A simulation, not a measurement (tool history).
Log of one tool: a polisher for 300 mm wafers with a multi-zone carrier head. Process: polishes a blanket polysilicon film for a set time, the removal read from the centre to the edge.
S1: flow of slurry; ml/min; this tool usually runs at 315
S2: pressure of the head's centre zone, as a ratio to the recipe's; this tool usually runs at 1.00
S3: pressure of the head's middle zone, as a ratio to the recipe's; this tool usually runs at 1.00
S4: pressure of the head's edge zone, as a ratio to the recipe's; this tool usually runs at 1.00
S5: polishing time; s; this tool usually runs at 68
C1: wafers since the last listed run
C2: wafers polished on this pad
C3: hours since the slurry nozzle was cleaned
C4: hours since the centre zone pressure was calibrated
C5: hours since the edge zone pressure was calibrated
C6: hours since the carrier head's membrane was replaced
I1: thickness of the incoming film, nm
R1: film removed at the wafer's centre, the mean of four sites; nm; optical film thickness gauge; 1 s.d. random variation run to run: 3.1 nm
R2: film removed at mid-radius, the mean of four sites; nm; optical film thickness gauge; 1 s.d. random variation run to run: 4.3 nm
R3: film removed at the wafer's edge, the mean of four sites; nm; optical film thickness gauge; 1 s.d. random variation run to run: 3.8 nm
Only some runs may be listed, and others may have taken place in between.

run 1 hour=0.0 | S1=360 S2=0.95 S3=1.08 S4=1.00 S5=68 | C1=0 C2=2138 C3=109.6 C4=1485.6 C5=483.9 C6=18.1 | I1=1193.7 | R1=351.1 R2=394.8 R3=354.0
-- hour=21.8 centre zone pressure recalibrated
run 2 hour=32.3 | S1=315 S2=1.00 S3=1.00 S4=1.11 S5=68 | C1=292 C2=2430 C3=141.9 C4=10.5 C5=516.2 C6=50.4 | I1=1186.9 | R1=362.5 R2=372.8 R3=380.7
run 3 hour=77.4 | S1=215 S2=1.04 S3=1.09 S4=1.11 S5=68 | C1=435 C2=2866 C3=187.0 C4=55.6 C5=561.3 C6=95.5 | I1=1186.9 | R1=354.9 R2=382.3 R3=360.8
run 4 hour=105.7 | S1=315 S2=1.00 S3=0.93 S4=1.00 S5=68 | C1=273 C2=3139 C3=215.3 C4=83.9 C5=589.6 C6=123.8 | I1=1176.5 | R1=366.3 R2=353.1 R3=357.2
run 5 hour=169.1 | S1=315 S2=0.92 S3=0.92 S4=1.00 S5=68 | C1=612 C2=3751 C3=278.7 C4=147.3 C5=653.0 C6=187.2 | I1=1176.6 | R1=329.6 R2=348.6 R3=360.5
-- hour=187.9 edge zone pressure recalibrated
run 6 hour=221.9 | S1=315 S2=1.05 S3=1.04 S4=0.92 S5=68 | C1=490 C2=4241 C3=331.5 C4=200.1 C5=34.0 C6=240.0 | I1=1169.5 | R1=374.0 R2=385.2 R3=341.5
-- hour=227.4 worn pad replaced by a new one
run 7 hour=261.9 | S1=315 S2=1.08 S3=1.00 S4=0.88 S5=68 | C1=347 C2=333 C3=371.5 C4=240.1 C5=74.0 C6=280.0 | I1=1196.4 | R1=394.5 R2=371.1 R3=337.6
run 8 hour=294.0 | S1=315 S2=1.00 S3=1.00 S4=1.00 S5=76 | C1=309 C2=642 C3=403.6 C4=272.2 C5=106.1 C6=312.1 | I1=1178.3 | R1=409.2 R2=422.8 R3=397.6
run 9 hour=342.4 | S1=315 S2=1.00 S3=0.95 S4=1.00 S5=80 | C1=467 C2=1110 C3=452.0 C4=320.6 C5=154.5 C6=360.5 | I1=1194.8 | R1=425.5 R2=422.1 R3=416.6
-- hour=422.1 slurry nozzle cleaned
run 10 hour=499.2 | S1=235 S2=1.00 S3=1.00 S4=0.95 S5=68 | C1=1504 C2=2614 C3=77.1 C4=477.4 C5=311.3 C6=517.3 | I1=1178.3 | R1=347.3 R2=355.4 R3=339.8
run 11 hour=614.0 | S1=315 S2=1.00 S3=1.00 S4=1.00 S5=89 | C1=1108 C2=3722 C3=191.9 C4=592.2 C5=426.1 C6=632.1 | I1=1183.4 | R1=467.7 R2=483.9 R3=468.4
run 12 hour=675.7 | S1=315 S2=1.00 S3=0.96 S4=0.90 S5=55 | C1=595 C2=4318 C3=253.6 C4=653.9 C5=487.8 C6=693.8 | I1=1180.2 | R1=294.3 R2=294.5 R3=276.6
-- hour=745.3 worn pad replaced by a new one
-- hour=823.3 carrier head's membrane replaced by a new one
run 13 hour=827.7 | S1=385 S2=1.00 S3=1.05 S4=0.88 S5=74 | C1=1380 C2=747 C3=405.6 C4=805.9 C5=639.8 C6=4.4 | I1=1189.0 | R1=402.3 R2=429.0 R3=378.8
run 14 hour=859.0 | S1=410 S2=1.09 S3=1.00 S4=0.97 S5=68 | C1=302 C2=1049 C3=436.9 C4=837.2 C5=671.1 C6=35.7 | I1=1181.8 | R1=406.6 R2=379.8 R3=359.8
-- hour=904.5 slurry nozzle cleaned
run 15 hour=927.3 | S1=375 S2=1.00 S3=1.00 S4=1.10 S5=84 | C1=649 C2=1699 C3=22.8 C4=905.5 C5=739.4 C6=104.0 | I1=1201.1 | R1=463.3 R2=467.6 R3=457.7
run 16 hour=965.5 | S1=315 S2=1.00 S3=1.00 S4=0.89 S5=56 | C1=368 C2=2068 C3=61.0 C4=943.7 C5=777.6 C6=142.2 | I1=1192.7 | R1=302.1 R2=305.2 R3=283.3
-- hour=997.2 edge zone pressure recalibrated
run 17 hour=1021.3 | S1=420 S2=0.94 S3=0.91 S4=1.00 S5=68 | C1=519 C2=2587 C3=116.8 C4=999.5 C5=24.1 C6=198.0 | I1=1197.9 | R1=345.3 R2=359.8 R3=363.0
run 18 hour=1076.8 | S1=315 S2=1.00 S3=1.00 S4=1.00 S5=68 | C1=535 C2=3123 C3=172.3 C4=1055.0 C5=79.6 C6=253.5 | I1=1174.4 | R1=369.3 R2=370.4 R3=358.1
run 19 hour=1101.9 | S1=315 S2=1.00 S3=1.00 S4=1.00 S5=68 | C1=242 C2=3365 C3=197.4 C4=1080.1 C5=104.7 C6=278.6 | I1=1199.5 | R1=360.5 R2=370.0 R3=355.8
run 20 hour=1150.4 | S1=315 S2=0.90 S3=1.11 S4=1.00 S5=68 | C1=468 C2=3833 C3=245.9 C4=1128.6 C5=153.2 C6=327.1 | I1=1209.2 | R1=328.6 R2=395.8 R3=357.9
-- hour=1174.7 centre zone pressure recalibrated
-- hour=1182.2 worn pad replaced by a new one
run 21 hour=1278.8 | S1=315 S2=1.00 S3=1.03 S4=0.90 S5=68 | C1=1181 C2=932 C3=374.3 C4=104.1 C5=281.6 C6=455.5 | I1=1176.9 | R1=358.7 R2=381.6 R3=345.2
run 22 hour=1349.6 | S1=315 S2=1.00 S3=1.00 S4=1.00 S5=68 | C1=683 C2=1615 C3=445.1 C4=174.9 C5=352.4 C6=526.3 | I1=1182.5 | R1=364.3 R2=373.6 R3=355.0

Branching from run 22: 4 alternative next runs. What would each branch give?
run A hour=1350.0 | S1=315 S2=1.00 S3=1.00 S4=1.04 S5=68 | C1=3 C2=1619 C3=445.5 C4=175.3 C5=352.8 C6=526.7 | I1=1187.8 | R1=? R2=? R3=?
run B hour=1350.0 | S1=270 S2=1.00 S3=1.00 S4=1.00 S5=68 | C1=3 C2=1619 C3=445.5 C4=175.3 C5=352.8 C6=526.7 | I1=1187.8 | R1=? R2=? R3=?
run C hour=1350.0 | S1=315 S2=1.00 S3=1.00 S4=1.06 S5=68 | C1=3 C2=1619 C3=445.5 C4=175.3 C5=352.8 C6=526.7 | I1=1187.8 | R1=? R2=? R3=?
run D hour=1350.0 | S1=365 S2=1.00 S3=1.06 S4=1.09 S5=91 | C1=3 C2=1619 C3=445.5 C4=175.3 C5=352.8 C6=526.7 | I1=1187.8 | R1=? R2=? R3=?

run=A R1=360.5 R2=374.0 R3=365.1
run=B R1=353.7 R2=367.6 R3=355.0
run=C R1=360.5 R2=374.0 R3=367.8
run=D R1=490.0 R2=530.8 R3=502.6
Without the tool's hidden state the same runs would have given:
run=A R1=360.5 R2=374.0 R3=365.1
run=B R1=353.7 R2=367.6 R3=355.0
run=C R1=360.5 R2=374.0 R3=367.8
run=D R1=490.0 R2=530.8 R3=502.6
